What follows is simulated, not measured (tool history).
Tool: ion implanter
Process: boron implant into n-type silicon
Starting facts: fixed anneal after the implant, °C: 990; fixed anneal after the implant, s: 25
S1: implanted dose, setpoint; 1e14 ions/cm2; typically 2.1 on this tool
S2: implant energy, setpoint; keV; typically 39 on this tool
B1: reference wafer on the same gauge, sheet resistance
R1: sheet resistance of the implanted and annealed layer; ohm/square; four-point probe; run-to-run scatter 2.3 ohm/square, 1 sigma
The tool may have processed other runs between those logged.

run,hour,S1,S2,B1,R1
1,0,1.71,43.5,371.82,467.85
2,37.6,1.71,43.5,372.23,469.69
3,74.1,1.71,43.5,371.64,472.3
4,101.8,2.32,39,371.53,385.53
5,162.7,2.32,39,371.17,382.19
6,208.7,2.1,39,372.65,409.25
7,242.1,2.1,39,371.75,411.3
8,276.4,2.1,39,373.11,413.72
9,346.8,2.1,30.5,372.72,423.9
10,405.2,2.1,30.5,372.88,424.98
# hour 446.1: Faraday cup replaced and dose calibrated
11,446.6,2.1,30.5,371.54,430.16
12,480.1,2.1,32.5,372.55,417.5
13,534.9,2.1,32.5,372.36,419.76
14,598.7,2.28,29.5,372.04,405.02
15,622.8,1.71,43.5,373.25,468.85
16,651.2,2.1,39,372.09,416.4
# hour 664.2: extraction supply calibrated
17,711.2,1.51,39,371.88,520.05
# hour 726.9: gauge calibrated
18,782.4,1.47,27,371.47,566.34
19,808,1.88,32.5,371.22,455.15
20,862,2.37,39,371.94,381.63
21,906.8,2.33,49.5,372.34,368.71
22,937.1,2.1,39,370.94,415.16
23,1140,2.1,51.5,372.88,396.3
24,1198.5,1.59,25.5,371.65,546.43
25,1245.5,1.89,32.5,372.3,461.12
26,1279.1,2.1,39,371.43,412.33
27,1320.4,2.26,39,372.45,391.35

What if the next run were any one of these 4? Each begins from the tool's condition after run 27:
A,1320.8,2.1,33.5,?,?
B,1320.8,2.7,39,?,?
C,1320.8,2.71,52,?,?
D,1320.8,2.45,49,?,?

run,B1,R1
A,371.9,422.91
B,371.9,345.1
C,371.9,331.64
D,371.9,359.31
Without the tool's unlogged condition, the same runs would have read:
run,R1
A,422.91
B,345.1
C,331.64
D,359.31

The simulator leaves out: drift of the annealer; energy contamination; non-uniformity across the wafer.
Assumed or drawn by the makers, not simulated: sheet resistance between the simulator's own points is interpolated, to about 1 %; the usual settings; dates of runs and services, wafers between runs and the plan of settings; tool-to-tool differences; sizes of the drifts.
